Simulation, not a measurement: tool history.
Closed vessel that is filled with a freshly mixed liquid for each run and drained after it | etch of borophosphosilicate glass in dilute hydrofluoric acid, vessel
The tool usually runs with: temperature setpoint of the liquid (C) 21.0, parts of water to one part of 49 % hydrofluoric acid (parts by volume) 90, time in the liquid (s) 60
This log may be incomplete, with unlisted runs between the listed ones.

| run | day | temperature setpoint of the liquid (C) | parts of water to one part of 49 % hydrofluoric acid (parts by volume) | time in the liquid (s) | read-back film thickness of the borophosphosilicate glass reference wafer, read on the same gauge (nm) | thickness taken off the borophosphosilicate glass on a monitor wafer (Å) |
|---|---|---|---|---|---|---|
| 1 | 0.000 | 18.0 | 90 | 60 | 120.02 | 423.4 |
| 2 | 3.971 | 18.0 | 90 | 60 | 119.99 | 419.6 |
| 3 | 5.517 | 18.0 | 90 | 60 | 119.99 | 418.3 |
| 4 | 8.679 | 21.0 | 90 | 60 | 120.01 | 474.0 |
| 5 | 11.142 | 23.5 | 90 | 60 | 119.96 | 526.1 |
| 6 | 13.592 | 21.0 | 90 | 60 | 120.01 | 473.7 |
| 7 | 15.904 | 21.0 | 90 | 60 | 120.02 | 475.4 |
|  | 17.917 | hydrofluoric acid flow meter replaced |
| 8 | 19.279 | 21.0 | 90 | 60 | 120.01 | 473.5 |
| 9 | 22.304 | 21.0 | 90 | 60 | 119.97 | 474.2 |
| 10 | 24.154 | 21.0 | 70 | 60 | 120.01 | 622.3 |
| 11 | 27.675 | 21.0 | 60 | 60 | 120.03 | 732.4 |
| 12 | 29.658 | 17.0 | 90 | 90 | 119.98 | 594.2 |
| 13 | 31.433 | 24.0 | 135 | 60 | 120.02 | 335.6 |
| 14 | 35.475 | 23.0 | 120 | 30 | 119.99 | 184.3 |
| 15 | 38.525 | 19.5 | 90 | 60 | 119.97 | 438.1 |
| 16 | 40.783 | 21.0 | 90 | 60 | 120.03 | 469.4 |
|  | 42.983 | thermometer replaced |
| 17 | 44.292 | 21.0 | 90 | 60 | 119.97 | 487.8 |
|  | 47.258 | gauge calibrated |
| 18 | 47.446 | 17.5 | 50 | 90 | 120.00 | 1190.4 |
| 19 | 50.483 | 23.0 | 50 | 85 | 119.95 | 1414.3 |
| 20 | 54.846 | 21.0 | 90 | 95 | 120.01 | 769.4 |
| 21 | 57.492 | 17.0 | 90 | 60 | 120.00 | 409.9 |
| 22 | 59.383 | 21.0 | 110 | 90 | 119.96 | 581.5 |

Some steps in thickness taken off the borophosphosilicate glass on a monitor wafer (Å) between neighbouring runs. How much of each would the tool show without its hidden state too (settings, what came in, random variation), and how much is left for the hidden state, with any gauge scatter that isn't in both results?
What the log doesn't record here: liquid colder than its thermometer reads (K); hydrofluoric acid flow below the setpoint (%); gauge reads high (%).
Run 14 -> 15: temperature setpoint of the liquid (C) 23.0 -> 19.5, parts of water to one part of 49 % hydrofluoric acid (parts by volume) 120 -> 90, time in the liquid (s) 30 -> 60. thickness taken off the borophosphosilicate glass on a monitor wafer (Å) +253.8: hidden state -14.0, all else +267.8.
Run 16 -> 17: thermometer replaced. thickness taken off the borophosphosilicate glass on a monitor wafer (Å) +18.4: hidden state +21.5, all else -3.1.
Run 17 -> 18: temperature setpoint of the liquid (C) 21.0 -> 17.5, parts of water to one part of 49 % hydrofluoric acid (parts by volume) 90 -> 50, time in the liquid (s) 60 -> 90, gauge calibrated. thickness taken off the borophosphosilicate glass on a monitor wafer (Å) +702.6: hidden state -7.1, all else +709.7.
Run 19 -> 20: temperature setpoint of the liquid (C) 23.0 -> 21.0, parts of water to one part of 49 % hydrofluoric acid (parts by volume) 50 -> 90, time in the liquid (s) 85 -> 95. thickness taken off the borophosphosilicate glass on a monitor wafer (Å) -644.9: hidden state +4.9, all else -649.8.

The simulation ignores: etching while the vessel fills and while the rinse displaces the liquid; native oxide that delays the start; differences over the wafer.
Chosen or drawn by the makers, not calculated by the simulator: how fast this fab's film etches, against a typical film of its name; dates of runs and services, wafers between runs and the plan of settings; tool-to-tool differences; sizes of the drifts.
